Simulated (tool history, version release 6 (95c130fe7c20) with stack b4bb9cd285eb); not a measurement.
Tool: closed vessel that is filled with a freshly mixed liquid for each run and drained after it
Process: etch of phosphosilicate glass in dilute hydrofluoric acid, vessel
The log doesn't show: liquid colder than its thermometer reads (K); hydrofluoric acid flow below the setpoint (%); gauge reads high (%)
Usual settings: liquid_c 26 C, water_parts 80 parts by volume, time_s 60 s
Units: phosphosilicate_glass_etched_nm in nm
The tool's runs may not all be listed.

run,day,liquid_c,water_parts,time_s,wafers since the last listed run,hours since the thermometer was replaced,hours since the hydrofluoric acid flow meter was replaced,hours since the gauge calibration,"read-back film thickness of the phosphosilicate glass reference wafer, read on the same gauge (nm)",phosphosilicate_glass_etched_nm
1,0,26,80,60,0,9.8,1312.7,341,59.98,81.63
2,1.942,26,80,60,4468,56.4,1359.3,387.6,60.01,79.69
3,3.662,26,80,60,3960,97.7,1400.6,428.9,60,80.05
4,7.833,26,80,60,9598,197.8,1500.7,529,59.95,79.75
5,10.696,26,80,60,6587,266.5,1569.4,597.7,60,78.83
6,17.592,26,80,55,15869,432,1734.9,763.2,60.05,70.13
7,19.362,26,80,55,4075,474.5,1777.4,805.7,60,69.76
8,20.8,26,80,55,3308,509,1811.9,840.2,60.01,70.66
9,21.938,29,70,60,2617,536.3,1839.2,867.5,60,99.2
10,24.412,29,70,60,5695,595.7,1898.6,926.9,60,97.83
11,26.496,26,80,60,4794,645.7,1948.6,976.9,59.97,75.5
# day 27.096: gauge calibrated
12,31.412,26,80,60,11314,763.7,2066.6,103.6,60.01,73.87
13,32.967,26,80,55,3576,801,2103.9,140.9,60,67.75
# day 34.383: hydrofluoric acid flow meter replaced
14,34.421,29.5,80,30,3250,835.9,0.9,175.8,60,43.91
# day 35.675: thermometer replaced
15,36.492,28.5,120,45,4669,19.6,50.6,225.5,60.01,42.66
16,37.929,26,55,60,3308,54.1,85.1,260,60.01,122.59
17,40.346,26,110,85,5561,112.1,143.1,318,60.03,80.7
18,41.362,28,80,60,2339,136.5,167.5,342.4,60.01,88.23
19,42.383,28,45,70,2349,161,192,366.9,60.02,191.97
20,45.208,26,80,60,6501,228.8,259.8,434.7,60.03,80.21
21,46.45,23.5,95,40,2857,258.6,289.6,464.5,60.03,39.89
22,51.625,28,80,60,11909,382.8,413.8,588.7,60,85.99
23,54.467,26,95,50,6539,451,482,656.9,59.98,53.69

Some steps in phosphosilicate_glass_etched_nm between neighbouring runs. How much of each would the tool show without its hidden state too (settings, what came in, random variation), and how much is left for the hidden state, with any gauge scatter that isn't in both results?
Run 13 -> 14: liquid_c 26 -> 29.5, time_s 55 -> 30, hydrofluoric acid flow meter replaced. phosphosilicate_glass_etched_nm -23.84 nm: hidden state +5.02, all else -28.86.
Run 18 -> 19: water_parts 80 -> 45, time_s 60 -> 70. phosphosilicate_glass_etched_nm +103.74 nm: hidden state -3.38, all else +107.12.
Run 19 -> 20: liquid_c 28 -> 26, water_parts 45 -> 80, time_s 70 -> 60. phosphosilicate_glass_etched_nm -111.76 nm: hidden state +2.69, all else -114.45.
